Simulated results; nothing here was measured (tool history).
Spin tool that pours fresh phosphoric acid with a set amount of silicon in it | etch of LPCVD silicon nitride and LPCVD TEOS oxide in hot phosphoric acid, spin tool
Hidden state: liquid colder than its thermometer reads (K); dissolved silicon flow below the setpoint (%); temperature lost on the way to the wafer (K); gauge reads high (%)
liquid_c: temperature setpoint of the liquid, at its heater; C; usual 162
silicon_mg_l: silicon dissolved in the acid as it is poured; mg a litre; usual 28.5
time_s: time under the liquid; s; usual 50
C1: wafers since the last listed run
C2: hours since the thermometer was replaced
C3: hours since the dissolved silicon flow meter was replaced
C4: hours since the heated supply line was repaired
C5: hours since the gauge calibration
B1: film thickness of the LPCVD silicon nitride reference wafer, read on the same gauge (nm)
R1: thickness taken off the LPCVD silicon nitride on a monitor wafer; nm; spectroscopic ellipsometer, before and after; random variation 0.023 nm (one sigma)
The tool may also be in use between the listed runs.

run 1 hour=0 | liquid_c=162 silicon_mg_l=28.5 time_s=50 | C1=0 C2=2689.8 C3=1390.6 C4=1033.6 C5=20.6 | B1=149.993 | R1=3.819
run 2 hour=25.3 | liquid_c=162 silicon_mg_l=28.5 time_s=50 | C1=295 C2=2715.1 C3=1415.9 C4=1058.9 C5=45.9 | B1=150.004 | R1=3.805
run 3 hour=50 | liquid_c=162 silicon_mg_l=28.5 time_s=50 | C1=288 C2=2739.8 C3=1440.6 C4=1083.6 C5=70.6 | B1=150.017 | R1=3.808
-- hour=66.4 heated supply line repaired
run 4 hour=70 | liquid_c=162 silicon_mg_l=28.5 time_s=50 | C1=222 C2=2759.8 C3=1460.6 C4=3.6 C5=90.6 | B1=149.995 | R1=4.127
run 5 hour=89.9 | liquid_c=162.5 silicon_mg_l=28.5 time_s=70 | C1=232 C2=2779.7 C3=1480.5 C4=23.5 C5=110.5 | B1=150.034 | R1=5.901
run 6 hour=122.5 | liquid_c=162.5 silicon_mg_l=28.5 time_s=70 | C1=380 C2=2812.3 C3=1513.1 C4=56.1 C5=143.1 | B1=150.013 | R1=5.938
-- hour=142.7 dissolved silicon flow meter replaced
run 7 hour=144.4 | liquid_c=162 silicon_mg_l=28.5 time_s=50 | C1=244 C2=2834.2 C3=1.7 C4=78 C5=165 | B1=150.002 | R1=4.111
run 8 hour=157.5 | liquid_c=162 silicon_mg_l=28.5 time_s=75 | C1=153 C2=2847.3 C3=14.8 C4=91.1 C5=178.1 | B1=150.005 | R1=6.19
-- hour=161.5 thermometer replaced
run 9 hour=183.3 | liquid_c=162 silicon_mg_l=28.5 time_s=50 | C1=289 C2=21.8 C3=40.6 C4=116.9 C5=203.9 | B1=150.022 | R1=4.467
run 10 hour=209.9 | liquid_c=162 silicon_mg_l=28.5 time_s=50 | C1=310 C2=48.4 C3=67.2 C4=143.5 C5=230.5 | B1=150.008 | R1=4.502
run 11 hour=246.1 | liquid_c=160 silicon_mg_l=43.5 time_s=50 | C1=423 C2=84.6 C3=103.4 C4=179.7 C5=266.7 | B1=150.015 | R1=4.189
run 12 hour=258.2 | liquid_c=162 silicon_mg_l=41.5 time_s=50 | C1=141 C2=96.7 C3=115.5 C4=191.8 C5=278.8 | B1=149.985 | R1=4.439
run 13 hour=287.2 | liquid_c=162 silicon_mg_l=28.5 time_s=20 | C1=338 C2=125.7 C3=144.5 C4=220.8 C5=307.8 | B1=149.995 | R1=1.789
run 14 hour=304.9 | liquid_c=162 silicon_mg_l=49 time_s=50 | C1=206 C2=143.4 C3=162.2 C4=238.5 C5=325.5 | B1=150.015 | R1=4.481
run 15 hour=326.8 | liquid_c=160 silicon_mg_l=47.5 time_s=25 | C1=255 C2=165.3 C3=184.1 C4=260.4 C5=347.4 | B1=149.99 | R1=2.07
run 16 hour=347 | liquid_c=162 silicon_mg_l=28.5 time_s=70 | C1=236 C2=185.5 C3=204.3 C4=280.6 C5=367.6 | B1=149.981 | R1=6.177
run 17 hour=367.3 | liquid_c=165 silicon_mg_l=9.5 time_s=50 | C1=237 C2=205.8 C3=224.6 C4=300.9 C5=387.9 | B1=150.012 | R1=4.895
run 18 hour=388.9 | liquid_c=161 silicon_mg_l=34.5 time_s=65 | C1=252 C2=227.4 C3=246.2 C4=322.5 C5=409.5 | B1=149.997 | R1=5.485
run 19 hour=417.4 | liquid_c=162 silicon_mg_l=28.5 time_s=50 | C1=333 C2=255.9 C3=274.7 C4=351 C5=438 | B1=150.009 | R1=4.424
run 20 hour=432.4 | liquid_c=159.5 silicon_mg_l=28.5 time_s=50 | C1=175 C2=270.9 C3=289.7 C4=366 C5=453 | B1=149.972 | R1=4.028
run 21 hour=458 | liquid_c=160.5 silicon_mg_l=10.5 time_s=50 | C1=299 C2=296.5 C3=315.3 C4=391.6 C5=478.6 | B1=149.996 | R1=4.16
run 22 hour=482.7 | liquid_c=163.5 silicon_mg_l=39.5 time_s=75 | C1=288 C2=321.2 C3=340 C4=416.3 C5=503.3 | B1=150.001 | R1=6.901

Forecast each of these 4 alternatives for the next run:
run A hour=483.1 | liquid_c=162 silicon_mg_l=49.5 time_s=50 | C1=4 C2=321.6 C3=340.4 C4=416.7 C5=503.7 | B1=? | R1=?
run B hour=483.1 | liquid_c=164 silicon_mg_l=28.5 time_s=60 | C1=4 C2=321.6 C3=340.4 C4=416.7 C5=503.7 | B1=? | R1=?
run C hour=483.1 | liquid_c=163.5 silicon_mg_l=28.5 time_s=60 | C1=4 C2=321.6 C3=340.4 C4=416.7 C5=503.7 | B1=? | R1=?
run D hour=483.1 | liquid_c=159 silicon_mg_l=44.5 time_s=20 | C1=4 C2=321.6 C3=340.4 C4=416.7 C5=503.7 | B1=? | R1=?

run=A B1=150.011 R1=4.386
run=B B1=150.011 R1=5.626
run=C B1=150.011 R1=5.533
run=D B1=150.011 R1=1.586
Without the tool's hidden state the same runs would have given:
run=A R1=4.59
run=B R1=5.885
run=C R1=5.789
run=D R1=1.66
